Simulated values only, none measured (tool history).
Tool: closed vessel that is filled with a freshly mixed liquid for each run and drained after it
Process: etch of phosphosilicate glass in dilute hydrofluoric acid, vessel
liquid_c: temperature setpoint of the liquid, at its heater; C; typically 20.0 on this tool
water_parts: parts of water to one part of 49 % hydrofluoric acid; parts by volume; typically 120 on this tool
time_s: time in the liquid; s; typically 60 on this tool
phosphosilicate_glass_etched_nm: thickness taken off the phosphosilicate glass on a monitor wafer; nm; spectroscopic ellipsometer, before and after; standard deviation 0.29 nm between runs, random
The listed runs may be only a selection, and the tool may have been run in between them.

run   hour  liquid_c  water_parts  time_s  read-back film thickness of the phosphosilicate glass reference wafer, read on the same gauge (nm)  phosphosilicate_glass_etched_nm
  1    0.0      20.0          120      60                                                                                               40.00                            34.60
  2   40.2      20.0          120      60                                                                                               40.01                            34.67
  3   91.5      20.0          120      60                                                                                               40.00                            34.80
  4  163.3      17.5          105      60                                                                                               39.99                            37.22
  5  207.7      17.5          105      60                                                                                               39.99                            36.80
  6  302.8      20.0           90      60                                                                                               40.00                            48.08
     316.6  -- hydrofluoric acid flow meter replaced
  7  403.8      20.0           90      60                                                                                               39.98                            48.20
  8  462.6      22.0          120      60                                                                                               40.00                            38.36
  9  516.6      17.0          180      60                                                                                               40.02                            19.53
 10  729.5      20.0          120      60                                                                                               40.01                            35.54

What does the tool deliver on the next run?
 11  828.0      17.0          165      75                                                                                                   ?                                ?

read-back film thickness of the phosphosilicate glass reference wafer, read on the same gauge (nm): 39.99
phosphosilicate_glass_etched_nm: 27.17 nm
With the hidden condition absent and the run-to-run variation left alone, this run would have shown phosphosilicate_glass_etched_nm 24.98 nm.
